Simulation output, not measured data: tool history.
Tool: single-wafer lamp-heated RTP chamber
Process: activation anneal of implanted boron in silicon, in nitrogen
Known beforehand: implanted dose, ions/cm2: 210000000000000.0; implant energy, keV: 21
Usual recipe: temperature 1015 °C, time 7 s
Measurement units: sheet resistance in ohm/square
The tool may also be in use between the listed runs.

run	hour	temperature	time	wafers since the last listed run	wafers since the last pyrometer calibration	wafers since the reflector plate was cleaned	hours since the gauge calibration	read-back reference wafer on the same gauge, sheet resistance	sheet resistance
1	0.0	1006	7	0	736	8226	52.4	448.19	415.16
2	11.6	1006	7	242	978	8468	64.0	447.74	414.29
3	28.8	1015	9	359	1337	8827	81.2	448.10	412.89
4	40.1	1015	7	235	1573	9063	92.5	447.75	412.74
5	53.0	1015	7	269	1842	9333	105.4	448.01	412.97
6	69.7	1015	7	348	2191	9681	122.1	447.76	412.45
7	82.9	1015	7	275	2467	9957	135.3	447.93	411.92
8	95.0	1015	6	252	2719	10210	147.4	447.84	413.76
9	111.2	1015	6	338	3058	10548	163.6	448.01	413.74
10	117.4	1015	7	129	3187	10677	169.8	448.23	412.75
11	127.4	1015	7	208	3396	10886	179.8	447.80	412.28
12	143.6	1015	7	338	3734	11225	196.0	447.83	413.99
13	156.6	1015	7	271	4006	11496	209.0	447.94	413.75
# hour 169.9: reflector plate cleaned
14	170.9	1015	7	131	4137	20	223.3	447.98	413.34
15	186.6	1015	7	327	4465	348	239.0	448.05	413.75
16	199.4	1015	7	267	4732	615	251.8	447.81	412.03
17	215.2	1015	7	329	5062	945	267.6	448.41	413.28
18	231.4	987	4	338	5400	1283	283.8	448.10	427.40
# hour 232.1: gauge calibrated
19	248.7	993	9	361	5762	1644	16.6	448.18	419.92
20	266.1	1005	10	363	6125	2008	34.0	448.02	413.91
21	283.4	987	4	361	6486	2369	51.3	447.95	428.08
# hour 304.1: pyrometer window cleaned and pyrometer calibrated
22	304.6	1015	7	275	10	2645	72.5	448.08	412.79
23	312.9	1003	3	173	183	2818	80.8	448.12	418.48
24	328.7	1015	10	329	513	3148	96.6	447.94	411.57
25	337.7	1023	9	187	701	3336	105.6	447.66	411.79
26	349.8	1015	7	252	953	3588	117.7	447.92	411.83
27	361.8	1030	6	250	1204	3839	129.7	448.13	411.12
28	375.0	1005	7	275	1480	4115	142.9	448.09	416.19
29	383.4	997	8	175	1655	4290	151.3	447.90	418.53
30	392.7	1015	7	194	1849	4484	160.6	448.20	412.93
31	405.0	1000	3	256	2106	4741	172.9	447.93	419.48
32	415.5	1000	9	219	2325	4960	183.4	448.15	415.41
33	428.6	1003	9	273	2599	5234	196.5	448.20	415.57
34	434.7	1027	8	127	2726	5361	202.6	447.98	410.41
35	441.8	1035	11	148	2874	5509	209.7	448.04	409.39
36	450.7	1031	11	185	3060	5695	218.6	448.11	411.27
37	458.2	1015	7	156	3217	5852	226.1	447.89	412.51
38	474.5	1015	5	340	3557	6192	242.4	447.93	413.47

Below are 3 alternative next runs, each starting from the tool's condition after run 38. Predict each:
A	474.9	1015	7	8	3566	6201	242.8	?	?
B	474.9	995	7	8	3566	6201	242.8	?	?
C	474.9	987	7	8	3566	6201	242.8	?	?

run	read-back reference wafer on the same gauge, sheet resistance	sheet resistance
A	447.85	412.72
B	447.85	419.85
C	447.85	425.61
What these runs would have given with no unlogged condition in the tool:
run	sheet resistance
A	412.72
B	419.85
C	425.61
